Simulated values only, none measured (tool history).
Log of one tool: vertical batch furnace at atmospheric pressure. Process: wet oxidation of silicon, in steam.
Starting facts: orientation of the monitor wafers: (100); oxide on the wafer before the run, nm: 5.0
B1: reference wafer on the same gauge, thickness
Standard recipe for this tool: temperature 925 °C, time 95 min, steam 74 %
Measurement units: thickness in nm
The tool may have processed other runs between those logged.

run 1 day=0 | temperature=925 time=95 steam=74 | B1=239.59 | thickness=233.29
run 2 day=1.642 | temperature=925 time=95 steam=74 | B1=240.25 | thickness=232.73
run 3 day=3.425 | temperature=925 time=95 steam=74 | B1=240.03 | thickness=234.88
-- day=3.929 gauge calibrated
run 4 day=7.021 | temperature=925 time=95 steam=74 | B1=239.46 | thickness=232.9
run 5 day=9.429 | temperature=925 time=95 steam=74 | B1=239.86 | thickness=233.16
run 6 day=12.083 | temperature=925 time=95 steam=74 | B1=240.02 | thickness=235
run 7 day=14.871 | temperature=925 time=95 steam=74 | B1=240.05 | thickness=232.44
run 8 day=18.354 | temperature=925 time=119.5 steam=69 | B1=240.16 | thickness=264.95
run 9 day=20.025 | temperature=925 time=119.5 steam=69 | B1=239.9 | thickness=262.29
run 10 day=24.446 | temperature=925 time=119.5 steam=69 | B1=239.95 | thickness=264.51
run 11 day=26.05 | temperature=925 time=95 steam=74 | B1=240 | thickness=234.8
run 12 day=29.417 | temperature=925 time=95 steam=74 | B1=240.14 | thickness=232.79
run 13 day=32.121 | temperature=942 time=95 steam=81 | B1=239.9 | thickness=292.27
run 14 day=35.338 | temperature=925 time=95 steam=82 | B1=239.94 | thickness=251.24
run 15 day=37.5 | temperature=934 time=95 steam=82 | B1=240.02 | thickness=274.48
run 16 day=39.917 | temperature=925 time=95 steam=74 | B1=239.93 | thickness=233.41
run 17 day=48.058 | temperature=925 time=95 steam=68 | B1=240.17 | thickness=214.2
run 18 day=50.212 | temperature=925 time=95 steam=74 | B1=239.92 | thickness=232.35
run 19 day=53.958 | temperature=946 time=66 steam=70 | B1=239.74 | thickness=204.04
run 20 day=57.692 | temperature=946 time=95 steam=74 | B1=240 | thickness=282.62
run 21 day=60.125 | temperature=903 time=124 steam=62 | B1=240.2 | thickness=196.12
-- day=66.071 steam generator serviced
run 22 day=66.592 | temperature=913 time=95 steam=74 | B1=240.21 | thickness=214.16
run 23 day=70.008 | temperature=925 time=95 steam=74 | B1=240.38 | thickness=242.49
run 24 day=71.7 | temperature=925 time=95 steam=81 | B1=239.94 | thickness=259.97
run 25 day=73.354 | temperature=902 time=110 steam=69 | B1=240.01 | thickness=204.47
-- day=77.712 gauge calibrated
-- day=78.183 thermocouples replaced and temperature profile calibrated
run 26 day=78.204 | temperature=925 time=95 steam=74 | B1=240.15 | thickness=230.47
run 27 day=80.221 | temperature=944 time=82 steam=74 | B1=240.24 | thickness=247.08
run 28 day=82.292 | temperature=925 time=48 steam=83 | B1=239.78 | thickness=144.16
run 29 day=85.558 | temperature=931 time=65 steam=67 | B1=239.8 | thickness=167.93
run 30 day=88.288 | temperature=925 time=95 steam=74 | B1=240.01 | thickness=229.56
run 31 day=91.179 | temperature=925 time=95 steam=70 | B1=240.07 | thickness=221.48
run 32 day=94.633 | temperature=925 time=95 steam=74 | B1=239.88 | thickness=230.81
run 33 day=96.65 | temperature=914 time=95 steam=74 | B1=240.43 | thickness=206.39
run 34 day=100.079 | temperature=950 time=95 steam=74 | B1=240.25 | thickness=295.32

Subtracting, for every run, the result it would have given without the tool's unlogged condition from the measured result gives the following. The same run-to-run variation enters both numbers; the gauge's scatter may not:
Unlogged tool condition in this case: true tube temperature minus thermocouple reading, K; steam share off its setpoint, % of the setpoint; gauge reads high (%).
run=1 thickness=+2.55
run=2 thickness=+2.54
run=3 thickness=+2.55
run=4 thickness=+2.51
run=5 thickness=+2.49
run=6 thickness=+2.47
run=7 thickness=+2.4
run=8 thickness=+2.49
run=9 thickness=+2.42
run=10 thickness=+2.31
run=11 thickness=+2.15
run=12 thickness=+2.02
run=13 thickness=+1.97
run=14 thickness=+1.82
run=15 thickness=+1.61
run=16 thickness=+1.58
run=17 thickness=+1.13
run=18 thickness=+1.02
run=19 thickness=+0.97
run=20 thickness=+0.48
run=21 thickness=+2.07
run=22 thickness=+11.08
run=23 thickness=+11.62
run=24 thickness=+12.37
run=25 thickness=+12.46
run=26 thickness=-0.02
run=27 thickness=+0.1
run=28 thickness=+0.15
run=29 thickness=+0.3
run=30 thickness=+0.53
run=31 thickness=+0.66
run=32 thickness=+0.84
run=33 thickness=+0.95
run=34 thickness=+1.24
